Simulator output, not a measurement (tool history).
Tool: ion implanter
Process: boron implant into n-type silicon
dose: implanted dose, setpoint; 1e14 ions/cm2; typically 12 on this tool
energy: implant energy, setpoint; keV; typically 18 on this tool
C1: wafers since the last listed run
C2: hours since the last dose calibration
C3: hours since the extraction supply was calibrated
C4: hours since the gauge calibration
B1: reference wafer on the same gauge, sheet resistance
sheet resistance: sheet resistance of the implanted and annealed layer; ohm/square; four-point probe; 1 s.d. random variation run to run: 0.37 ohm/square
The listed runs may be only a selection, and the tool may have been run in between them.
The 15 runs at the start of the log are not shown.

{"run": 16, "hour": 768.4, "dose": 10.05, "energy": 18, "C1": 733, "C2": 120, "C3": 4939, "C4": 1447.8, "B1": 104.91, "sheet resistance": 124.65}
{"run": 17, "hour": 826.2, "dose": 13.22, "energy": 18, "C1": 776, "C2": 177.8, "C3": 4996.8, "C4": 1505.6, "B1": 105.06, "sheet resistance": 103.13}
{"run": 18, "hour": 855.6, "dose": 13.28, "energy": 13.5, "C1": 394, "C2": 207.2, "C3": 5026.2, "C4": 1535, "B1": 105.21, "sheet resistance": 109.78}
{"run": 19, "hour": 893.6, "dose": 12, "energy": 18, "C1": 510, "C2": 245.2, "C3": 5064.2, "C4": 1573, "B1": 104.87, "sheet resistance": 109.8}
{"run": 20, "hour": 926.9, "dose": 12, "energy": 18, "C1": 447, "C2": 278.5, "C3": 5097.5, "C4": 1606.3, "B1": 105.16, "sheet resistance": 109.98}
{"run": 21, "hour": 972.2, "dose": 9.91, "energy": 20, "C1": 608, "C2": 323.8, "C3": 5142.8, "C4": 1651.6, "B1": 105.14, "sheet resistance": 124.63}
{"hour": 1020.6, "done": "extraction supply calibrated"}
{"run": 22, "hour": 1025.5, "dose": 12, "energy": 18, "C1": 608, "C2": 377.1, "C3": 4.9, "C4": 1704.9, "B1": 105.1, "sheet resistance": 109.58}
{"run": 23, "hour": 1052.9, "dose": 8.95, "energy": 12.5, "C1": 368, "C2": 404.5, "C3": 32.3, "C4": 1732.3, "B1": 105.08, "sheet resistance": 143.46}
{"run": 24, "hour": 1093.1, "dose": 15.41, "energy": 12.5, "C1": 539, "C2": 444.7, "C3": 72.5, "C4": 1772.5, "B1": 104.92, "sheet resistance": 105.25}
{"run": 25, "hour": 1265.6, "dose": 14.8, "energy": 20.5, "C1": 2316, "C2": 617.2, "C3": 245, "C4": 1945, "B1": 105.09, "sheet resistance": 93.33}
{"run": 26, "hour": 1334.4, "dose": 13.5, "energy": 13.5, "C1": 924, "C2": 686, "C3": 313.8, "C4": 2013.8, "B1": 105.04, "sheet resistance": 109.15}
{"hour": 1352.0, "done": "gauge calibrated"}
{"run": 27, "hour": 1402.2, "dose": 8.47, "energy": 22.5, "C1": 910, "C2": 753.8, "C3": 381.6, "C4": 50.2, "B1": 105.14, "sheet resistance": 142.21}
{"run": 28, "hour": 1452.6, "dose": 12, "energy": 18, "C1": 676, "C2": 804.2, "C3": 432, "C4": 100.6, "B1": 104.91, "sheet resistance": 111.22}
{"run": 29, "hour": 1557.6, "dose": 8.82, "energy": 18, "C1": 1410, "C2": 909.2, "C3": 537, "C4": 205.6, "B1": 105.08, "sheet resistance": 141.53}
{"run": 30, "hour": 1605.1, "dose": 8.95, "energy": 12.5, "C1": 637, "C2": 956.7, "C3": 584.5, "C4": 253.1, "B1": 105.07, "sheet resistance": 145.72}
{"run": 31, "hour": 1647.5, "dose": 12, "energy": 16, "C1": 569, "C2": 999.1, "C3": 626.9, "C4": 295.5, "B1": 104.95, "sheet resistance": 114.64}
{"hour": 1675.1, "done": "Faraday cup replaced and dose calibrated"}
{"run": 32, "hour": 1708.3, "dose": 14.8, "energy": 20.5, "C1": 709, "C2": 33.2, "C3": 687.7, "C4": 356.3, "B1": 104.94, "sheet resistance": 92.54}
{"run": 33, "hour": 1760.0, "dose": 14.75, "energy": 18, "C1": 694, "C2": 84.9, "C3": 739.4, "C4": 408, "B1": 104.99, "sheet resistance": 94.84}
{"run": 34, "hour": 1800.3, "dose": 15.49, "energy": 18, "C1": 541, "C2": 125.2, "C3": 779.7, "C4": 448.3, "B1": 105.02, "sheet resistance": 93.45}
{"run": 35, "hour": 1869.4, "dose": 13, "energy": 18, "C1": 928, "C2": 194.3, "C3": 848.8, "C4": 517.4, "B1": 105.12, "sheet resistance": 103.63}
{"run": 36, "hour": 1918.4, "dose": 15.33, "energy": 15.5, "C1": 658, "C2": 243.3, "C3": 897.8, "C4": 566.4, "B1": 104.89, "sheet resistance": 97.61}
{"run": 37, "hour": 1971.7, "dose": 12, "energy": 18, "C1": 715, "C2": 296.6, "C3": 951.1, "C4": 619.7, "B1": 105, "sheet resistance": 109.57}

Consider 4 possible next runs. They are alternatives, not a sequence: every one starts from the tool as it was left by run 37. What does each give?
{"run": "A", "hour": 1972.1, "dose": 13.52, "energy": 18, "C1": 5, "C2": 297, "C3": 951.5, "C4": 620.1, "B1": "?", "sheet resistance": "?"}
{"run": "B", "hour": 1972.1, "dose": 13.49, "energy": 18, "C1": 5, "C2": 297, "C3": 951.5, "C4": 620.1, "B1": "?", "sheet resistance": "?"}
{"run": "C", "hour": 1972.1, "dose": 9.05, "energy": 20, "C1": 5, "C2": 297, "C3": 951.5, "C4": 620.1, "B1": "?", "sheet resistance": "?"}
{"run": "D", "hour": 1972.1, "dose": 11.1, "energy": 18, "C1": 5, "C2": 297, "C3": 951.5, "C4": 620.1, "B1": "?", "sheet resistance": "?"}

run=A B1=104.97 sheet_resistance=101.34
run=B B1=104.97 sheet_resistance=101.49
run=C B1=104.97 sheet_resistance=134.28
run=D B1=104.97 sheet_resistance=115.95
With the hidden condition removed and each run's random variation left untouched, the same runs would have given:
run=A sheet_resistance=100.43
run=B sheet_resistance=100.57
run=C sheet_resistance=132.71
run=D sheet_resistance=114.74
